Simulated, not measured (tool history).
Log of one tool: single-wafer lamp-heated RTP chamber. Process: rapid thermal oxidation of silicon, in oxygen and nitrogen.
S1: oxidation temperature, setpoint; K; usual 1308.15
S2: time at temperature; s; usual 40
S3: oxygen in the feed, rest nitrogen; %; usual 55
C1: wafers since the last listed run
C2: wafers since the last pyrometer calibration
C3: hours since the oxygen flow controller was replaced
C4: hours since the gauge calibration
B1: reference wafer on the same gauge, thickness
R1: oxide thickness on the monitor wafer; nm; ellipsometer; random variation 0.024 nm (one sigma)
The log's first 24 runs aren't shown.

| run | hour | S1 | S2 | S3 | C1 | C2 | C3 | C4 | B1 | R1 |
|---|---|---|---|---|---|---|---|---|---|---|
| 25 | 595.6 | 1308.15 | 40 | 45 | 124 | 1219 | 1980.7 | 1071.4 | 5.479 | 5.196 |
|  | 670.7 | gauge calibrated |
|  | 685.7 | oxygen flow controller replaced |
| 26 | 699.6 | 1308.15 | 48 | 72 | 967 | 2187 | 13.9 | 28.9 | 5.481 | 6.649 |
| 27 | 713.7 | 1308.15 | 21 | 64 | 142 | 2329 | 28.0 | 43.0 | 5.480 | 4.497 |
| 28 | 728.7 | 1308.15 | 40 | 55 | 151 | 2480 | 43.0 | 58.0 | 5.482 | 5.558 |
| 29 | 749.2 | 1293.15 | 57 | 39 | 206 | 2687 | 63.5 | 78.5 | 5.481 | 5.208 |
| 30 | 778.9 | 1300.15 | 40 | 55 | 299 | 2986 | 93.2 | 108.2 | 5.479 | 5.274 |
| 31 | 804.9 | 1293.15 | 57 | 39 | 262 | 3248 | 119.2 | 134.2 | 5.484 | 5.179 |
| 32 | 833.7 | 1308.15 | 40 | 55 | 290 | 3539 | 148.0 | 163.0 | 5.478 | 5.599 |
| 33 | 864.3 | 1285.15 | 20 | 55 | 308 | 3847 | 178.6 | 193.6 | 5.483 | 3.649 |
| 34 | 896.8 | 1308.15 | 40 | 55 | 327 | 4175 | 211.1 | 226.1 | 5.485 | 5.576 |
| 35 | 918.5 | 1291.15 | 45 | 40 | 218 | 4394 | 232.8 | 247.8 | 5.481 | 4.706 |
| 36 | 952.4 | 1300.15 | 52 | 85 | 341 | 4736 | 266.7 | 281.7 | 5.480 | 6.930 |
| 37 | 1034.0 | 1286.15 | 40 | 67 | 822 | 5558 | 348.3 | 363.3 | 5.483 | 5.129 |
| 38 | 1061.1 | 1308.15 | 40 | 82 | 273 | 5832 | 375.4 | 390.4 | 5.481 | 6.417 |

Forecast each of these 4 alternatives for the next run:
| A | 1061.6 | 1308.15 | 40 | 55 | 5 | 5837 | 375.9 | 390.9 | ? | ? |
| B | 1061.6 | 1331.15 | 60 | 47 | 5 | 5837 | 375.9 | 390.9 | ? | ? |
| C | 1061.6 | 1283.15 | 45 | 40 | 5 | 5837 | 375.9 | 390.9 | ? | ? |
| D | 1061.6 | 1335.15 | 59 | 39 | 5 | 5837 | 375.9 | 390.9 | ? | ? |

| run | B1 | R1 |
|---|---|---|
| A | 5.480 | 5.557 |
| B | 5.480 | 7.327 |
| C | 5.480 | 4.445 |
| D | 5.480 | 6.996 |
Without the tool's hidden state the same runs would have given:
| run | R1 |
|---|---|
| A | 5.557 |
| B | 7.327 |
| C | 4.445 |
| D | 6.996 |
